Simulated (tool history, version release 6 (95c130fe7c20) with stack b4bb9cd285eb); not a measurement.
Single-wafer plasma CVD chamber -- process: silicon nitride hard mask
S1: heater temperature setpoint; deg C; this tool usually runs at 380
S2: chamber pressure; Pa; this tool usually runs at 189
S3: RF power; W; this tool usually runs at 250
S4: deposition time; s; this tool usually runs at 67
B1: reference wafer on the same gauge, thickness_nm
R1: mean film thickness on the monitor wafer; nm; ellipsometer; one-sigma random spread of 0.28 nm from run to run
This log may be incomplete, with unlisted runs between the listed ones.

run 1 day=0 | S1=380 S2=189 S3=250 S4=67 | B1=83.396 | R1=70.456
run 2 day=1.742 | S1=380 S2=163 S3=215 S4=67 | B1=83.435 | R1=58.703
run 3 day=3.946 | S1=380 S2=189 S3=250 S4=67 | B1=83.357 | R1=70.941
-- day=6.112 thermocouple changed; heater temperature recalibrated
run 4 day=13.25 | S1=380 S2=189 S3=280 S4=67 | B1=83.446 | R1=77.581
run 5 day=17.233 | S1=380 S2=189 S3=280 S4=67 | B1=83.38 | R1=76.801
run 6 day=20.212 | S1=380 S2=189 S3=250 S4=58.6 | B1=83.406 | R1=61.268
-- day=22.962 capacitance manometer re-zeroed and calibrated
run 7 day=23.612 | S1=380 S2=189 S3=250 S4=58.6 | B1=83.402 | R1=61.833
-- day=24.162 gauge calibrated
run 8 day=27.004 | S1=380 S2=189 S3=250 S4=58.6 | B1=83.41 | R1=61.983
run 9 day=29.442 | S1=380 S2=189 S3=250 S4=67 | B1=83.417 | R1=70.469
-- day=32.421 RF generator calibrated
run 10 day=33.329 | S1=380 S2=189 S3=250 S4=67 | B1=83.409 | R1=70.755
run 11 day=36.6 | S1=380 S2=180 S3=250 S4=67 | B1=83.452 | R1=69.309
-- day=38.6 showerhead replaced
run 12 day=39.075 | S1=392 S2=189 S3=250 S4=71.1 | B1=83.501 | R1=74.147
run 13 day=42.154 | S1=367 S2=189 S3=250 S4=79 | B1=83.464 | R1=83.396
run 14 day=46.208 | S1=374 S2=163 S3=265 S4=62.9 | B1=83.308 | R1=65.822
run 15 day=50.65 | S1=380 S2=189 S3=250 S4=67 | B1=83.411 | R1=71.195
run 16 day=53.375 | S1=380 S2=203 S3=250 S4=67 | B1=83.446 | R1=72.477
run 17 day=57.442 | S1=380 S2=189 S3=250 S4=67 | B1=83.403 | R1=70.729
run 18 day=61.942 | S1=380 S2=189 S3=220 S4=67 | B1=83.453 | R1=63.297
run 19 day=64.296 | S1=380 S2=189 S3=250 S4=67 | B1=83.417 | R1=70.573
-- day=66.567 thermocouple changed; heater temperature recalibrated
run 20 day=68.404 | S1=380 S2=189 S3=250 S4=62.2 | B1=83.372 | R1=65.776
run 21 day=71.204 | S1=380 S2=171 S3=250 S4=67 | B1=83.401 | R1=67.594
run 22 day=75.242 | S1=380 S2=189 S3=250 S4=67 | B1=83.39 | R1=70.571
run 23 day=79.225 | S1=368 S2=227 S3=250 S4=70.9 | B1=83.432 | R1=79.407
run 24 day=82.521 | S1=387 S2=189 S3=250 S4=67 | B1=83.386 | R1=70.001
run 25 day=86.783 | S1=380 S2=180 S3=250 S4=67 | B1=83.434 | R1=69.221
-- day=87.675 RF generator calibrated
-- day=87.796 gauge calibrated
run 26 day=90.683 | S1=367 S2=189 S3=250 S4=67 | B1=83.349 | R1=71.073
run 27 day=94.954 | S1=368 S2=171 S3=215 S4=67 | B1=83.419 | R1=60.173

Branching from run 27: 5 alternative next runs. What would each branch give?
run A day=94.971 | S1=380 S2=189 S3=250 S4=67 | B1=? | R1=?
run B day=94.971 | S1=384 S2=189 S3=250 S4=67 | B1=? | R1=?
run C day=94.971 | S1=375 S2=235 S3=265 S4=67 | B1=? | R1=?
run D day=94.971 | S1=380 S2=164 S3=250 S4=67 | B1=? | R1=?
run E day=94.971 | S1=369 S2=163 S3=230 S4=79.6 | B1=? | R1=?

run=A B1=83.411 R1=69.846
run=B B1=83.411 R1=69.743
run=C B1=83.411 R1=78.763
run=D B1=83.411 R1=66.284
run=E B1=83.411 R1=73.51
Take away the tool's hidden state, keep each run's random variation, and the runs would have read:
run=A R1=69.846
run=B R1=69.743
run=C R1=78.763
run=D R1=66.284
run=E R1=73.51
